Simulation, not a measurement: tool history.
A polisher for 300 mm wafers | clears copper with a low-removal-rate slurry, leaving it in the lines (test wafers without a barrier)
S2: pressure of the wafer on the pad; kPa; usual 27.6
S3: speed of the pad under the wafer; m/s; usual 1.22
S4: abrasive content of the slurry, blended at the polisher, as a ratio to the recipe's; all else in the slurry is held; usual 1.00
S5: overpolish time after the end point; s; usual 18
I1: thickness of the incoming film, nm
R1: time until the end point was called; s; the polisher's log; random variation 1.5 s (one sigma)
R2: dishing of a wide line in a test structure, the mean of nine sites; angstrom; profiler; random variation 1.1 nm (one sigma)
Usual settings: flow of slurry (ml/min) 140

Run 1, day 0.000: usual settings but S3 1.54 m/s; I1 637.4. Result: R1 126.2 s, R2 585 angstrom.
At day 4.388: slurry blender recalibrated.
Run 2, day 8.533: usual settings but S3 1.54 m/s; I1 650.4. Result: R1 122.7 s, R2 596 angstrom.
Run 3, day 12.138: usual settings; I1 645.1. Result: R1 155.8 s, R2 486 angstrom.
Run 4, day 14.304: usual settings; I1 641.4. Result: R1 157.1 s, R2 468 angstrom.
At day 16.662: worn pad replaced by a new one.
At day 16.696: head pressure recalibrated.
Run 5, day 17.421: usual settings but S3 0.92 m/s; I1 647.1. Result: R1 211.4 s, R2 374 angstrom.
Run 6, day 20.671: usual settings but S3 0.92 m/s; I1 649.5. Result: R1 211.3 s, R2 367 angstrom.
At day 22.221: slurry blender recalibrated.
Run 7, day 23.200: usual settings but S2 24.1 kPa; I1 637.7. Result: R1 168.5 s, R2 446 angstrom.
Run 8, day 25.112: usual settings but S2 24.1 kPa; I1 652.1. Result: R1 177.1 s, R2 429 angstrom.
At day 28.267: slurry nozzle cleaned.
Run 9, day 28.742: usual settings but S2 24.1 kPa; I1 655.2. Result: R1 176.2 s, R2 448 angstrom.
Run 10, day 33.117: usual settings but flow of slurry (ml/min) 125, S2 33.1 kPa; I1 646.9. Result: R1 135.1 s, R2 551 angstrom.
Run 11, day 36.654: usual settings but flow of slurry (ml/min) 125, S2 33.1 kPa; I1 646.1. Result: R1 135.8 s, R2 546 angstrom.
At day 38.650: worn pad replaced by a new one.
Run 12, day 38.754: usual settings but S3 1.00 m/s; I1 647.9. Result: R1 196.4 s, R2 402 angstrom.
Run 13, day 42.779: usual settings but S3 0.94 m/s, S5 23 s; I1 649.3. Result: R1 206.7 s, R2 453 angstrom.
At day 43.088: slurry blender recalibrated.
Run 14, day 47.042: usual settings but S3 1.08 m/s, S4 0.90; I1 645.7. Result: R1 180.5 s, R2 418 angstrom.
Run 15, day 49.875: usual settings; I1 641.1. Result: R1 153.8 s, R2 486 angstrom.
Run 16, day 51.892: usual settings but S5 8 s; I1 644.1. Result: R1 156.3 s, R2 239 angstrom.
Run 17, day 54.621: usual settings but S4 0.75; I1 652.0. Result: R1 171.3 s, R2 436 angstrom.
At day 56.129: head pressure recalibrated.
At day 58.025: worn pad replaced by a new one.
Run 18, day 58.883: usual settings but S2 24.1 kPa, S4 0.80; I1 649.7. Result: R1 191.3 s, R2 408 angstrom.
Run 19, day 60.671: usual settings but flow of slurry (ml/min) 105, S2 21.4 kPa; I1 646.7. Result: R1 221.5 s, R2 357 angstrom.
Run 20, day 62.679: usual settings but S2 24.1 kPa; I1 640.2. Result: R1 187.1 s, R2 407 angstrom.
At day 63.133: slurry nozzle cleaned.
Run 21, day 66.183: usual settings but S3 1.48 m/s, S5 10 s; I1 652.2. Result: R1 136.5 s, R2 330 angstrom.
At day 66.733: slurry blender recalibrated.
Run 22, day 69.079: usual settings but S2 20.0 kPa; I1 640.9. Result: R1 212.4 s, R2 358 angstrom.
Run 23, day 70.650: usual settings but S3 1.10 m/s, S4 1.10, S5 10 s; I1 650.3. Result: R1 169.1 s, R2 266 angstrom.
Run 24, day 74.804: usual settings but flow of slurry (ml/min) 105, S2 34.5 kPa, S3 1.64 m/s; I1 647.0. Result: R1 100.6 s, R2 719 angstrom.
At day 76.671: worn pad replaced by a new one.
Run 25, day 79.192: usual settings but S5 27 s; I1 632.9. Result: R1 157.6 s, R2 662 angstrom.
Run 26, day 81.488: usual settings but S4 0.90; I1 648.0. Result: R1 162.9 s, R2 452 angstrom.
Run 27, day 85.842: usual settings but flow of slurry (ml/min) 160, S2 30.3 kPa, S4 0.75, S5 10 s; I1 644.3. Result: R1 153.3 s, R2 287 angstrom.
At day 86.033: slurry blender recalibrated.
Run 28, day 87.700: usual settings; I1 642.4. Result: R1 152.3 s, R2 487 angstrom.

Forecast each of these 4 alternatives for the next run:
Run A, day 87.721: usual settings but S5 14 s; I1 650.1. Result: R1 ?, R2 ?.
Run B, day 87.721: usual settings but flow of slurry (ml/min) 120, S3 1.06 m/s, S4 0.75, S5 14 s; I1 650.1. Result: R1 ?, R2 ?.
Run C, day 87.721: usual settings but S2 35.2 kPa, S3 1.44 m/s, S4 1.15; I1 650.1. Result: R1 ?, R2 ?.
Run D, day 87.721: usual settings but flow of slurry (ml/min) 110, S2 35.2 kPa, S4 1.10; I1 650.1. Result: R1 ?, R2 ?.

run     R1   R2
  A  155.7  405
  B  199.2  327
  C   99.9  720
  D  126.1  602
Without the tool's hidden state the same runs would have given:
run     R1   R2
  A  154.7  407
  B  197.9  329
  C   99.3  724
  D  125.3  605
